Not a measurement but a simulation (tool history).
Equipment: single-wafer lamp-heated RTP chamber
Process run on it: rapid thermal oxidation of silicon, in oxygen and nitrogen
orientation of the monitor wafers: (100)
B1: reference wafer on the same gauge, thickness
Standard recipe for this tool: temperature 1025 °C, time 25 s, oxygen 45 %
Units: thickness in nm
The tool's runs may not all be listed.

run 1 day=0.000 | temperature=1025 time=25 oxygen=45 | B1=4.070 | thickness=3.894
run 2 day=10.938 | temperature=1025 time=25 oxygen=45 | B1=4.073 | thickness=3.910
run 3 day=14.633 | temperature=1005 time=15 oxygen=45 | B1=4.067 | thickness=2.938
run 4 day=19.121 | temperature=1013 time=25 oxygen=22 | B1=4.070 | thickness=3.038
run 5 day=23.612 | temperature=1013 time=25 oxygen=22 | B1=4.071 | thickness=3.035
run 6 day=35.858 | temperature=1013 time=25 oxygen=22 | B1=4.067 | thickness=3.039
run 7 day=37.521 | temperature=1025 time=25 oxygen=45 | B1=4.070 | thickness=3.966
run 8 day=40.758 | temperature=1025 time=25 oxygen=45 | B1=4.072 | thickness=3.976
run 9 day=42.492 | temperature=1025 time=25 oxygen=45 | B1=4.070 | thickness=3.985
-- day=43.554 pyrometer window cleaned and pyrometer calibrated
run 10 day=46.992 | temperature=1025 time=25 oxygen=45 | B1=4.070 | thickness=4.122
run 11 day=51.325 | temperature=1016 time=31 oxygen=75 | B1=4.073 | thickness=5.016
-- day=53.412 gauge calibrated
-- day=53.542 oxygen flow controller replaced
run 12 day=53.562 | temperature=1038 time=25 oxygen=54 | B1=4.070 | thickness=4.790
-- day=57.000 pyrometer window cleaned and pyrometer calibrated, repeated, since the last time left the tool worse
run 13 day=57.625 | temperature=1025 time=25 oxygen=45 | B1=4.069 | thickness=3.858
run 14 day=60.042 | temperature=1011 time=20 oxygen=34 | B1=4.074 | thickness=3.060
run 15 day=62.396 | temperature=1013 time=25 oxygen=22 | B1=4.070 | thickness=3.003
run 16 day=65.638 | temperature=1025 time=25 oxygen=45 | B1=4.070 | thickness=3.901
run 17 day=68.900 | temperature=1025 time=25 oxygen=74 | B1=4.070 | thickness=4.587
run 18 day=72.575 | temperature=1025 time=33 oxygen=34 | B1=4.068 | thickness=3.973
run 19 day=76.100 | temperature=1025 time=16 oxygen=45 | B1=4.068 | thickness=3.311
run 20 day=79.888 | temperature=1015 time=34 oxygen=67 | B1=4.064 | thickness=4.691

Consider 4 possible next runs. They are alternatives, not a sequence: every one starts from the tool as it was left by run 20. What does each give?
run A day=79.908 | temperature=1025 time=25 oxygen=45 | B1=? | thickness=?
run B day=79.908 | temperature=1052 time=18 oxygen=28 | B1=? | thickness=?
run C day=79.908 | temperature=1025 time=15 oxygen=45 | B1=? | thickness=?
run D day=79.908 | temperature=1010 time=21 oxygen=56 | B1=? | thickness=?

run=A B1=4.067 thickness=3.914
run=B B1=4.067 thickness=3.538
run=C B1=4.067 thickness=3.267
run=D B1=4.067 thickness=3.574
Take away the tool's hidden state, keep each run's random variation, and the runs would have read:
run=A thickness=3.838
run=B thickness=3.476
run=C thickness=3.211
run=D thickness=3.506
